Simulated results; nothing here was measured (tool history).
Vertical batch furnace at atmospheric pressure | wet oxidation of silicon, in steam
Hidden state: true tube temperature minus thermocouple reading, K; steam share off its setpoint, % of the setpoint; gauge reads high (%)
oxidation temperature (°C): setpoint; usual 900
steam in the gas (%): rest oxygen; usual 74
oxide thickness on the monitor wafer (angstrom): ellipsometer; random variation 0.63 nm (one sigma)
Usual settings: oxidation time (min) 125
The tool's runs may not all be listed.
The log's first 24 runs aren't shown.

run	hour	oxidation temperature (°C)	oxidation time (min)	steam in the gas (%)	wafers since the last listed run	hours since the last temperature calibration	hours since the steam generator was serviced	hours since the gauge calibration	read-back reference wafer on the same gauge, thickness	oxide thickness on the monitor wafer (angstrom)
25	388.2	888	153.5	74	92	2727.8	51.2	14.1	281.9	2852.9
# hour 414.3: thermocouples replaced and temperature profile calibrated
26	414.8	900	125	74	20	0.5	77.8	40.7	282.06	2681
27	423	883	125	85	63	8.7	86	48.9	281.75	2447.2
28	432.7	900	125	69	75	18.4	95.7	58.6	281.74	2551.5
29	453	875	175	63	158	38.7	116	78.9	282.33	2280.1
30	474.8	900	96	84	170	60.5	137.8	100.7	282.01	2415.9
31	488.3	886	125	74	105	74	151.3	114.2	281.84	2290.2
32	561.6	921	125	82	571	147.3	224.6	187.5	281.81	3528.8
33	571.9	885	148.5	74	80	157.6	234.9	197.8	282.15	2553.7
34	594.7	880	76.5	74	177	180.4	257.7	220.6	281.59	1496.4
35	617.9	900	125	74	180	203.6	280.9	243.8	282.11	2671.7
36	638.5	900	125	74	160	224.2	301.5	264.4	281.7	2657.3
37	677.9	900	125	74	307	263.6	340.9	303.8	281.92	2656.2

3 ways to go on from here, each from the tool as it stands after run 37. What would each give?
A	683.9	914	125	74	46	269.6	346.9	309.8	?	?
B	683.9	924	66	80	46	269.6	346.9	309.8	?	?
C	683.9	913	91	77	46	269.6	346.9	309.8	?	?

run	read-back reference wafer on the same gauge, thickness	oxide thickness on the monitor wafer (angstrom)
A	281.93	3052.8
B	281.93	2234
C	281.93	2473.6
Without the tool's hidden state the same runs would have given:
run	oxide thickness on the monitor wafer (angstrom)
A	3099.5
B	2267.5
C	2511.1

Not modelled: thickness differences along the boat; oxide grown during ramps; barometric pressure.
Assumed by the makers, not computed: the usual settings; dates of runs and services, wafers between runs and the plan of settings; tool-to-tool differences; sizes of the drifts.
